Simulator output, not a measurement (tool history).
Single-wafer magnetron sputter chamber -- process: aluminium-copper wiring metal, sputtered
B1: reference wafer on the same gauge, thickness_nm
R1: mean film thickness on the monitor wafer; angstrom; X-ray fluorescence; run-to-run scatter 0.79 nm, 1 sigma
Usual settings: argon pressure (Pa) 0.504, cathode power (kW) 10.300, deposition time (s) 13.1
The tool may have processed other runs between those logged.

run 1 hour=0.0 | argon_pressure_(Pa)=0.504 cathode_power_(kW)=10.300 deposition_time_(s)=13.1 | B1=239.023 | R1=2241.42
-- hour=10.5 sputter target and shields replaced
run 2 hour=65.5 | argon_pressure_(Pa)=0.504 cathode_power_(kW)=10.300 deposition_time_(s)=13.1 | B1=239.320 | R1=2248.76
run 3 hour=177.8 | argon_pressure_(Pa)=0.504 cathode_power_(kW)=10.300 deposition_time_(s)=13.1 | B1=238.597 | R1=2225.45
run 4 hour=242.9 | argon_pressure_(Pa)=0.504 cathode_power_(kW)=10.300 deposition_time_(s)=13.1 | B1=238.962 | R1=2222.01
run 5 hour=308.2 | argon_pressure_(Pa)=0.397 cathode_power_(kW)=10.300 deposition_time_(s)=13.1 | B1=239.048 | R1=2415.92
-- hour=378.6 sputter target and shields replaced
run 6 hour=431.2 | argon_pressure_(Pa)=0.397 cathode_power_(kW)=10.300 deposition_time_(s)=13.1 | B1=239.033 | R1=2469.45
run 7 hour=493.7 | argon_pressure_(Pa)=0.397 cathode_power_(kW)=10.300 deposition_time_(s)=13.1 | B1=238.842 | R1=2443.75
run 8 hour=540.9 | argon_pressure_(Pa)=0.504 cathode_power_(kW)=10.300 deposition_time_(s)=13.1 | B1=239.235 | R1=2241.36
run 9 hour=572.5 | argon_pressure_(Pa)=0.504 cathode_power_(kW)=10.300 deposition_time_(s)=13.1 | B1=238.859 | R1=2228.01
run 10 hour=625.4 | argon_pressure_(Pa)=0.504 cathode_power_(kW)=11.150 deposition_time_(s)=13.1 | B1=239.390 | R1=2424.82
-- hour=661.5 gauge calibrated
-- hour=676.2 sputter target and shields replaced
run 11 hour=690.5 | argon_pressure_(Pa)=0.504 cathode_power_(kW)=11.150 deposition_time_(s)=13.1 | B1=238.995 | R1=2443.94
-- hour=739.9 magnet pack replaced
run 12 hour=746.6 | argon_pressure_(Pa)=0.504 cathode_power_(kW)=10.300 deposition_time_(s)=13.9 | B1=238.776 | R1=2371.34
run 13 hour=797.2 | argon_pressure_(Pa)=0.504 cathode_power_(kW)=10.300 deposition_time_(s)=13.9 | B1=238.950 | R1=2387.46
run 14 hour=828.1 | argon_pressure_(Pa)=0.504 cathode_power_(kW)=10.300 deposition_time_(s)=13.9 | B1=239.053 | R1=2369.48
run 15 hour=872.1 | argon_pressure_(Pa)=0.504 cathode_power_(kW)=10.300 deposition_time_(s)=12.0 | B1=239.024 | R1=2031.40
-- hour=892.4 capacitance manometer re-zeroed and calibrated
run 16 hour=929.2 | argon_pressure_(Pa)=0.504 cathode_power_(kW)=10.300 deposition_time_(s)=12.3 | B1=238.991 | R1=2087.21
run 17 hour=960.4 | argon_pressure_(Pa)=0.555 cathode_power_(kW)=11.050 deposition_time_(s)=15.1 | B1=239.051 | R1=2619.33
run 18 hour=994.2 | argon_pressure_(Pa)=0.504 cathode_power_(kW)=10.300 deposition_time_(s)=13.1 | B1=239.312 | R1=2214.81
-- hour=1003.2 sputter target and shields replaced
run 19 hour=1030.8 | argon_pressure_(Pa)=0.384 cathode_power_(kW)=11.050 deposition_time_(s)=14.8 | B1=238.975 | R1=3039.89
run 20 hour=1102.0 | argon_pressure_(Pa)=0.504 cathode_power_(kW)=10.300 deposition_time_(s)=15.7 | B1=239.001 | R1=2680.88
run 21 hour=1282.9 | argon_pressure_(Pa)=0.663 cathode_power_(kW)=10.300 deposition_time_(s)=13.1 | B1=239.127 | R1=1970.72
-- hour=1295.4 sputter target and shields replaced
run 22 hour=1315.5 | argon_pressure_(Pa)=0.504 cathode_power_(kW)=11.400 deposition_time_(s)=13.1 | B1=239.059 | R1=2511.30
run 23 hour=1373.1 | argon_pressure_(Pa)=0.605 cathode_power_(kW)=12.000 deposition_time_(s)=13.1 | B1=238.970 | R1=2422.81
run 24 hour=1420.2 | argon_pressure_(Pa)=0.504 cathode_power_(kW)=10.300 deposition_time_(s)=13.1 | B1=238.944 | R1=2236.81
run 25 hour=1459.0 | argon_pressure_(Pa)=0.504 cathode_power_(kW)=10.300 deposition_time_(s)=13.1 | B1=238.756 | R1=2237.50
run 26 hour=1514.2 | argon_pressure_(Pa)=0.427 cathode_power_(kW)=11.900 deposition_time_(s)=14.4 | B1=238.816 | R1=3010.23
run 27 hour=1554.1 | argon_pressure_(Pa)=0.504 cathode_power_(kW)=10.300 deposition_time_(s)=13.1 | B1=239.096 | R1=2213.13
run 28 hour=1580.2 | argon_pressure_(Pa)=0.504 cathode_power_(kW)=10.300 deposition_time_(s)=13.1 | B1=239.073 | R1=2226.66
-- hour=1599.0 sputter target and shields replaced
run 29 hour=1641.6 | argon_pressure_(Pa)=0.657 cathode_power_(kW)=12.100 deposition_time_(s)=13.1 | B1=238.726 | R1=2365.53
run 30 hour=1707.3 | argon_pressure_(Pa)=0.504 cathode_power_(kW)=10.300 deposition_time_(s)=13.1 | B1=239.217 | R1=2252.69

Each row is a separate what-if for the run after 30, all from the same tool condition, not one after another. Results?
run A hour=1707.7 | argon_pressure_(Pa)=0.504 cathode_power_(kW)=10.300 deposition_time_(s)=15.5 | B1=? | R1=?
run B hour=1707.7 | argon_pressure_(Pa)=0.504 cathode_power_(kW)=9.250 deposition_time_(s)=11.9 | B1=? | R1=?
run C hour=1707.7 | argon_pressure_(Pa)=0.426 cathode_power_(kW)=9.050 deposition_time_(s)=14.8 | B1=? | R1=?

run=A B1=239.008 R1=2668.88
run=B B1=239.008 R1=1840.13
run=C B1=239.008 R1=2385.08
With no hidden state in the tool, these same runs would have given:
run=A R1=2716.73
run=B R1=1873.12
run=C R1=2427.85
